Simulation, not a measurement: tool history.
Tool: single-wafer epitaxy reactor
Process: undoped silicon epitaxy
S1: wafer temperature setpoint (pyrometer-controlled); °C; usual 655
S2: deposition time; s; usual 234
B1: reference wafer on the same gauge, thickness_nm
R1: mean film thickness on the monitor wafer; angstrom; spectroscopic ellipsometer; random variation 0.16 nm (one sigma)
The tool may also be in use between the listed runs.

| run | hour | S1 | S2 | B1 | R1 |
|---|---|---|---|---|---|
| 1 | 0.0 | 655 | 234 | 35.678 | 421.34 |
| 2 | 50.5 | 655 | 234 | 35.748 | 424.07 |
| 3 | 81.8 | 655 | 234 | 35.727 | 424.04 |
| 4 | 141.7 | 655 | 234 | 35.687 | 425.16 |
| 5 | 171.1 | 655 | 234 | 35.679 | 422.37 |
| 6 | 233.7 | 655 | 247 | 35.694 | 450.04 |
| 7 | 272.6 | 655 | 247 | 35.692 | 453.07 |
| 8 | 335.1 | 655 | 245 | 35.657 | 451.28 |
| 9 | 395.5 | 655 | 245 | 35.723 | 448.48 |
| 10 | 425.8 | 655 | 234 | 35.717 | 430.21 |
| 11 | 480.3 | 655 | 234 | 35.696 | 430.25 |
| 12 | 510.2 | 655 | 216 | 35.755 | 399.16 |
| 13 | 537.2 | 646 | 234 | 35.633 | 365.24 |
| 14 | 563.9 | 655 | 212 | 35.669 | 394.00 |
| 15 | 628.9 | 655 | 212 | 35.697 | 393.51 |
| 16 | 699.8 | 650 | 234 | 35.674 | 398.87 |
| 17 | 740.0 | 647 | 234 | 35.683 | 375.86 |
| 18 | 785.5 | 648 | 192 | 35.659 | 315.15 |
| 19 | 815.3 | 662 | 200 | 35.751 | 431.29 |
| 20 | 843.6 | 667 | 234 | 35.741 | 551.22 |
| 21 | 908.4 | 648 | 271 | 35.713 | 448.61 |

The next listed run, before its measurement:
|  | 920.7 | pyrometer calibrated |
| 22 | 974.6 | 655 | 234 | ? | ? |

B1: 35.676
R1: 469.10 angstrom
Without the tool's hidden state the same run would have given R1 405.27 angstrom.

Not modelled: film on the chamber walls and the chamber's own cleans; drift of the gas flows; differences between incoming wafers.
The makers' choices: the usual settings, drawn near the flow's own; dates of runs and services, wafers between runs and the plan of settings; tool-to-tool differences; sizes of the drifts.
